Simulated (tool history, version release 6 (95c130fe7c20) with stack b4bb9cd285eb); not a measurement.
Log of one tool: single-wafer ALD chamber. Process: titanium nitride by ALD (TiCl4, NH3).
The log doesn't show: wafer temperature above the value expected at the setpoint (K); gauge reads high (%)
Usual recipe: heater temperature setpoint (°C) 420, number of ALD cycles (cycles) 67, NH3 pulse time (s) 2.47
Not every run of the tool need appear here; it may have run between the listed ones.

| run | hour | heater temperature setpoint (°C) | number of ALD cycles (cycles) | NH3 pulse time (s) | wafers since the last listed run | hours since the last thermocouple change | hours since the showerhead was replaced | hours since the gauge calibration | read-back reference wafer on the same gauge, thickness_nm | mean film thickness on the monitor wafer (Å) |
|---|---|---|---|---|---|---|---|---|---|---|
| 1 | 0.0 | 420 | 74 | 2.22 | 0 | 635.1 | 3732.4 | 585.3 | 1.553 | 17.06 |
| 2 | 88.3 | 420 | 67 | 2.47 | 403 | 723.4 | 3820.7 | 673.6 | 1.554 | 15.48 |
| 3 | 162.6 | 420 | 67 | 2.47 | 339 | 797.7 | 3895.0 | 747.9 | 1.556 | 15.49 |
| 4 | 210.8 | 420 | 67 | 2.47 | 220 | 845.9 | 3943.2 | 796.1 | 1.555 | 15.56 |
| 5 | 272.6 | 420 | 63 | 2.47 | 282 | 907.7 | 4005.0 | 857.9 | 1.556 | 14.63 |
| 6 | 316.6 | 420 | 63 | 2.47 | 200 | 951.7 | 4049.0 | 901.9 | 1.556 | 14.55 |
| 7 | 389.4 | 420 | 67 | 2.47 | 332 | 1024.5 | 4121.8 | 974.7 | 1.557 | 15.53 |
| 8 | 491.5 | 420 | 67 | 2.47 | 466 | 1126.6 | 4223.9 | 1076.8 | 1.558 | 15.53 |
| 9 | 585.6 | 420 | 67 | 2.25 | 429 | 1220.7 | 4318.0 | 1170.9 | 1.558 | 15.50 |
| 10 | 637.9 | 420 | 67 | 2.25 | 238 | 1273.0 | 4370.3 | 1223.2 | 1.559 | 15.48 |
| 11 | 691.8 | 420 | 67 | 2.25 | 246 | 1326.9 | 4424.2 | 1277.1 | 1.561 | 15.50 |
| 12 | 756.9 | 420 | 67 | 2.47 | 297 | 1392.0 | 4489.3 | 1342.2 | 1.560 | 15.60 |
| 13 | 796.5 | 420 | 67 | 2.47 | 180 | 1431.6 | 4528.9 | 1381.8 | 1.561 | 15.60 |
|  | 831.2 | showerhead replaced |
| 14 | 894.7 | 425 | 67 | 2.47 | 411 | 1529.8 | 63.5 | 1480.0 | 1.561 | 15.61 |
| 15 | 1143.5 | 420 | 67 | 2.47 | 1136 | 1778.6 | 312.3 | 1728.8 | 1.565 | 15.62 |
| 16 | 1211.5 | 420 | 67 | 3.12 | 310 | 1846.6 | 380.3 | 1796.8 | 1.566 | 15.65 |
| 17 | 1302.6 | 420 | 67 | 3.12 | 416 | 1937.7 | 471.4 | 1887.9 | 1.565 | 15.79 |
| 18 | 1389.2 | 410 | 67 | 2.47 | 395 | 2024.3 | 558.0 | 1974.5 | 1.565 | 15.63 |
| 19 | 1480.0 | 420 | 67 | 2.47 | 414 | 2115.1 | 648.8 | 2065.3 | 1.566 | 15.65 |
| 20 | 1579.5 | 420 | 75 | 1.59 | 454 | 2214.6 | 748.3 | 2164.8 | 1.567 | 17.27 |
| 21 | 1653.8 | 411 | 63 | 3.34 | 339 | 2288.9 | 822.6 | 2239.1 | 1.568 | 14.85 |
| 22 | 1724.7 | 420 | 67 | 2.47 | 323 | 2359.8 | 893.5 | 2310.0 | 1.569 | 15.66 |
| 23 | 1779.0 | 424 | 60 | 1.80 | 248 | 2414.1 | 947.8 | 2364.3 | 1.569 | 13.89 |
| 24 | 1855.5 | 431 | 77 | 2.01 | 349 | 2490.6 | 1024.3 | 2440.8 | 1.570 | 17.87 |
|  | 1876.1 | gauge calibrated |
|  | 1930.1 | thermocouple changed; heater temperature recalibrated |
| 25 | 2092.2 | 420 | 67 | 2.47 | 1044 | 162.1 | 1261.0 | 216.1 | 1.551 | 15.49 |
| 26 | 2144.4 | 420 | 76 | 2.94 | 238 | 214.3 | 1313.2 | 268.3 | 1.551 | 17.61 |
| 27 | 2181.0 | 420 | 77 | 3.35 | 167 | 250.9 | 1349.8 | 304.9 | 1.550 | 17.96 |
| 28 | 2249.0 | 420 | 67 | 2.47 | 310 | 318.9 | 1417.8 | 372.9 | 1.552 | 15.48 |
| 29 | 2292.5 | 420 | 67 | 2.47 | 198 | 362.4 | 1461.3 | 416.4 | 1.552 | 15.48 |
| 30 | 2370.6 | 414 | 54 | 1.57 | 356 | 440.5 | 1539.4 | 494.5 | 1.553 | 12.15 |

The next listed run, before its measurement:
| 31 | 2420.5 | 420 | 67 | 2.47 | 227 | 490.4 | 1589.3 | 544.4 | ? | ? |

Run 31 came out at read-back reference wafer on the same gauge, thickness_nm 1.553, mean film thickness on the monitor wafer (Å) 15.50.
If the tool had no hidden condition, the same run with the same run-to-run variation would have returned mean film thickness on the monitor wafer (Å) 15.47.
